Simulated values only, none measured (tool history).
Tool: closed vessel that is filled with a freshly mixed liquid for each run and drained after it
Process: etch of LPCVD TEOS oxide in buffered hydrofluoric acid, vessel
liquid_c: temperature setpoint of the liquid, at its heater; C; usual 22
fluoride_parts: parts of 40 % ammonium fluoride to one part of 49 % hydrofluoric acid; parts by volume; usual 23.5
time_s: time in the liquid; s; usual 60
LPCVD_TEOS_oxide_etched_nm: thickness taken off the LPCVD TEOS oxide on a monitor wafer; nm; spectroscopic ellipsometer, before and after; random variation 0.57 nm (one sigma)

| run | hour | liquid_c | fluoride_parts | time_s | read-back film thickness of the LPCVD TEOS oxide reference wafer, read on the same gauge (nm) | LPCVD_TEOS_oxide_etched_nm |
|---|---|---|---|---|---|---|
| 1 | 0 | 22 | 23.5 | 60 | 99.98 | 74.85 |
| 2 | 10.3 | 22 | 23.5 | 60 | 100.02 | 76.07 |
| 3 | 56.5 | 22 | 23.5 | 60 | 100.01 | 75.4 |
| 4 | 74.5 | 22 | 23.5 | 60 | 99.98 | 75.87 |
|  | 78.5 | thermometer replaced |
| 5 | 83.5 | 22 | 23.5 | 35 | 99.99 | 44.17 |
| 6 | 97.4 | 22 | 23.5 | 35 | 100 | 43.89 |
|  | 104.6 | gauge calibrated |
| 7 | 108 | 22 | 23.5 | 60 | 100 | 75.41 |
|  | 111.9 | hydrofluoric acid flow meter replaced |
| 8 | 120.5 | 22 | 23.5 | 60 | 100 | 75.93 |
| 9 | 136.6 | 22 | 23.5 | 60 | 100.01 | 75.54 |
| 10 | 147.4 | 22 | 23.5 | 60 | 99.99 | 75.88 |
| 11 | 157.4 | 22 | 23.5 | 60 | 99.98 | 75.69 |
| 12 | 168.9 | 22 | 23.5 | 60 | 100 | 75.55 |
| 13 | 182.1 | 20.5 | 23.5 | 90 | 99.99 | 104.84 |
| 14 | 191.4 | 22 | 16 | 70 | 99.97 | 122.65 |
| 15 | 200.8 | 22 | 23.5 | 60 | 100.03 | 75.75 |
| 16 | 215.3 | 19.5 | 27 | 40 | 100.03 | 39.94 |
| 17 | 222.9 | 18.5 | 18.5 | 75 | 100.04 | 95.15 |
| 18 | 237 | 19.5 | 27 | 40 | 100 | 40.11 |
| 19 | 246.2 | 22 | 23.5 | 60 | 99.98 | 75.22 |
| 20 | 255.8 | 22 | 23.5 | 60 | 99.96 | 75.04 |
| 21 | 269.7 | 22 | 23.5 | 60 | 99.99 | 76.28 |
| 22 | 291.8 | 19.5 | 23.5 | 60 | 99.99 | 66.1 |
| 23 | 303.7 | 19 | 23.5 | 60 | 100.05 | 64.72 |
| 24 | 318.4 | 22 | 15.5 | 95 | 100 | 172.92 |
| 25 | 332.6 | 22 | 20.5 | 60 | 100.01 | 83.32 |
| 26 | 341 | 25 | 23.5 | 60 | 99.99 | 90.2 |
| 27 | 347.3 | 23.5 | 23.5 | 60 | 100.02 | 83.56 |
| 28 | 360.1 | 22 | 30 | 60 | 99.99 | 62.99 |
| 29 | 371.2 | 22 | 26.5 | 60 | 100.01 | 69.93 |
| 30 | 384.5 | 25 | 28.5 | 35 | 100.02 | 45.97 |
| 31 | 391.3 | 24.5 | 23.5 | 60 | 99.99 | 86.51 |
| 32 | 400 | 22 | 23.5 | 60 | 100.02 | 76.12 |

5 ways to go on from here, each from the tool as it stands after run 32. What would each give?
| A | 400.7 | 22 | 23.5 | 60 | ? | ? |
| B | 400.7 | 19.5 | 19 | 90 | ? | ? |
| C | 400.7 | 26.5 | 23.5 | 80 | ? | ? |
| D | 400.7 | 22 | 15 | 45 | ? | ? |
| E | 400.7 | 25.5 | 28 | 60 | ? | ? |

| run | read-back film thickness of the LPCVD TEOS oxide reference wafer, read on the same gauge (nm) | LPCVD_TEOS_oxide_etched_nm |
|---|---|---|
| A | 100.02 | 76.18 |
| B | 100.02 | 116.82 |
| C | 100.02 | 129.95 |
| D | 100.02 | 84.78 |
| E | 100.02 | 81.85 |
Without the tool's hidden state the same runs would have given:
| run | LPCVD_TEOS_oxide_etched_nm |
|---|---|
| A | 76.18 |
| B | 116.82 |
| C | 129.95 |
| D | 84.78 |
| E | 81.85 |

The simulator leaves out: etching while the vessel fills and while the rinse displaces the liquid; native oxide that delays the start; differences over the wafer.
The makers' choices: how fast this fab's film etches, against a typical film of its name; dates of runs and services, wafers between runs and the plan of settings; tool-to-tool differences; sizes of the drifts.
